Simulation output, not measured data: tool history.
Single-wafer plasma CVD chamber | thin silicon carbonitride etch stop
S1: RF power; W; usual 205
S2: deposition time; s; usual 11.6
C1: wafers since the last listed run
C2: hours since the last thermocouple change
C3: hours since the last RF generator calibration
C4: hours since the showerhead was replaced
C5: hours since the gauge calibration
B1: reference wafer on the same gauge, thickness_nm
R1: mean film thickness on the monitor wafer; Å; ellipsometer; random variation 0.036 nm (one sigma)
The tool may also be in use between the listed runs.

run,hour,S1,S2,C1,C2,C3,C4,C5,B1,R1
1,0,205,11.6,0,1354.4,644.6,4184.3,374.4,8.53,72.8
# hour 39.9: gauge calibrated
2,54.1,205,11.6,845,1408.5,698.7,4238.4,14.2,8.529,72.24
3,113.7,205,11.6,931,1468.1,758.3,4298,73.8,8.537,73.15
4,182.5,185,11.6,1074,1536.9,827.1,4366.8,142.6,8.526,69.81
# hour 240: showerhead replaced
# hour 273.2: thermocouple changed; heater temperature recalibrated
5,281.5,205,11.6,1296,8.3,926.1,41.5,241.6,8.532,72.5
6,330,205,11.6,757,56.8,974.6,90,290.1,8.527,73.19
7,370.8,205,11.6,637,97.6,1015.4,130.8,330.9,8.524,73.77
# hour 389.3: gauge calibrated
# hour 410: RF generator calibrated
8,440.8,205,9.7,968,167.6,30.8,200.8,51.5,8.531,61.08
9,490.9,170,11.6,782,217.7,80.9,250.9,101.6,8.519,67.92
10,543.7,225,11.6,824,270.5,133.7,303.7,154.4,8.532,75.8
11,587.6,220,10.5,685,314.4,177.6,347.6,198.3,8.527,67.66
12,643.6,215,11.6,874,370.4,233.6,403.6,254.3,8.527,75.03
13,684.6,180,10,640,411.4,274.6,444.6,295.3,8.536,59.67
14,744.2,205,11.6,931,471,334.2,504.2,354.9,8.533,73.56

Hidden state at the last listed run before each entry between runs and at the first one after, where it differs:
Between runs 1 and 2: gauge calibrated (hour 39.9)
  no hidden state differs between the two runs
Between runs 4 and 5: showerhead replaced (hour 240); thermocouple changed; heater temperature recalibrated (hour 273.2)
  no hidden state differs between the two runs
Between runs 7 and 8: gauge calibrated (hour 389.3); RF generator calibrated (hour 410)
  no hidden state differs between the two runs
